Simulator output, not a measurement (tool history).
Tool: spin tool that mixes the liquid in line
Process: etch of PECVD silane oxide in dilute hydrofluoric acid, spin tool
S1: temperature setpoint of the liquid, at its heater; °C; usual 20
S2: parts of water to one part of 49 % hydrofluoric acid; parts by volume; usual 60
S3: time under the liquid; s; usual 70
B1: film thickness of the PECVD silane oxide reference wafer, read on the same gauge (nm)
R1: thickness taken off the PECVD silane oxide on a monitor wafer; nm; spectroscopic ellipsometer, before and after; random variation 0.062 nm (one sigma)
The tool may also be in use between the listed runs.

run   hour    S1  S2   S3      B1     R1
  1      0    20  60   40     140  10.56
  2    7.3    20  60   40  139.97  10.53
  3   16.4    20  70   70  139.97  15.71
  4     23    20  60   70  140.01  18.53
  5   30.9    20  60   70     140  18.39
  6   38.3    20  60   70     140  18.42
  7   55.3    20  60   70  140.01  18.42
      92.8  -- gauge calibrated
  8  101.8    20  60   70  139.99  18.36
  9  112.3    20  60   70     140  18.57
 10    121    20  65   95  140.01  22.87
     132.1  -- thermometer replaced
 11  137.7    20  60   70     140  18.43
 12  147.8    20  60   70  139.97  18.48
 13  155.7  24.5  75   70  139.98  17.32
 14  170.1  24.5  35  100  139.99   56.4
 15    184    20  60   45  139.98  11.87
 16  200.8    20  60   70  140.01  18.44
     208.9  -- hydrofluoric acid flow meter replaced
 17  218.7    17  90   70  140.01  10.54
 18  233.8    20  60  100  140.02   26.3
 19    242  18.5  70   70  140.01  14.65
 20  256.8  18.5  85   85  140.01  14.33
 21  266.8    17  45   70  139.99  22.01
 22  278.9    20  60   70  140.01  18.36
 23    288  23.5  90   85  139.97  16.64
 24  297.9    20  60   70  139.96   18.5
 25  307.8    24  60  105     140   32.6
 26  321.1    20  75   85  139.98  17.62
 27  331.7  24.5  30   70  139.97  46.17
 28  368.4    20  40   85  140.02  34.27
 29  376.8    20  60   95  140.01  25.01
 30    393    17  75   45  140.02   8.18
 31    411    22  30   30     140  17.87
 32  420.2    20  60   70     140  18.48
 33  435.5    20  60   70     140   18.4
 34  450.2    20  60   35  140.03   9.23

3 ways to go on from here, each from the tool as it stands after run 34. What would each give?
  A  450.6    25  60  70   ?   ?
  B  450.6    20  35  70   ?   ?
  C  450.6  23.5  85  70   ?   ?

run   B1     R1
  A  140  22.66
  B  140  32.55
  C  140  14.57
Without the tool's hidden state the same runs would have given:
run     R1
  A  22.66
  B  32.55
  C  14.57
